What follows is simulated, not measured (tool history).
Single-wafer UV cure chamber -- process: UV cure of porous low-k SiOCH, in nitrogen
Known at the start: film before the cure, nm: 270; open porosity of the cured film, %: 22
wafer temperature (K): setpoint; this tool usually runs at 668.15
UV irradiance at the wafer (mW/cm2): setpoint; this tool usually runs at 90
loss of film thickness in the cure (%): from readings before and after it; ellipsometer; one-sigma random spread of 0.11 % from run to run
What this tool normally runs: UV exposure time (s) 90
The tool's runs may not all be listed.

run,day,wafer temperature (K),UV exposure time (s),UV irradiance at the wafer (mW/cm2),loss of film thickness in the cure (%)
1,0,668.15,90,90,8.401
2,2.533,668.15,90,90,8.519
3,3.95,668.15,90,90,8.595
# day 7.604: quartz window cleaned
4,7.625,654.15,90,90,8.291
5,8.779,668.15,90,107,9.337
6,9.562,668.15,90,107,9.275
7,10.338,668.15,90,90,8.358
8,11.35,668.15,90,90,8.394
# day 12.304: UV bulbs replaced
9,15.683,668.15,90,90,8.453
10,16.975,675.15,65,90,6.876
11,17.888,668.15,60,90,6.541
12,18.554,668.15,105,90,9.078
13,19.171,668.15,65,90,6.895
14,19.738,668.15,90,90,8.343
15,21.208,668.15,90,115,9.446
# day 22.121: quartz window cleaned
16,22.646,668.15,90,90,8.278
17,24.058,668.15,90,90,8.547
18,25.217,668.15,90,90,8.418
19,25.854,659.15,55,101,6.656
20,26.771,652.15,90,90,8.155
21,27.379,684.15,125,52,7.663
22,28.142,652.15,90,90,7.902
23,28.796,668.15,90,111,9.187
24,29.471,675.15,65,90,7.104
25,30.796,658.15,90,109,9.132
26,31.962,668.15,90,109,9.033
27,33.458,668.15,140,115,11.502
28,34.133,668.15,90,90,8.311

Below are 4 alternative next runs, each starting from the tool's condition after run 28. Predict each:
A,34.154,668.15,90,90,?
B,34.154,654.15,90,79,?
C,34.154,668.15,45,90,?
D,34.154,686.15,140,90,?

run,loss of film thickness in the cure (%)
A,8.375
B,7.54
C,5.437
D,10.764
What these runs would have given with no unlogged condition in the tool:
run,loss of film thickness in the cure (%)
A,8.375
B,7.54
C,5.437
D,10.764
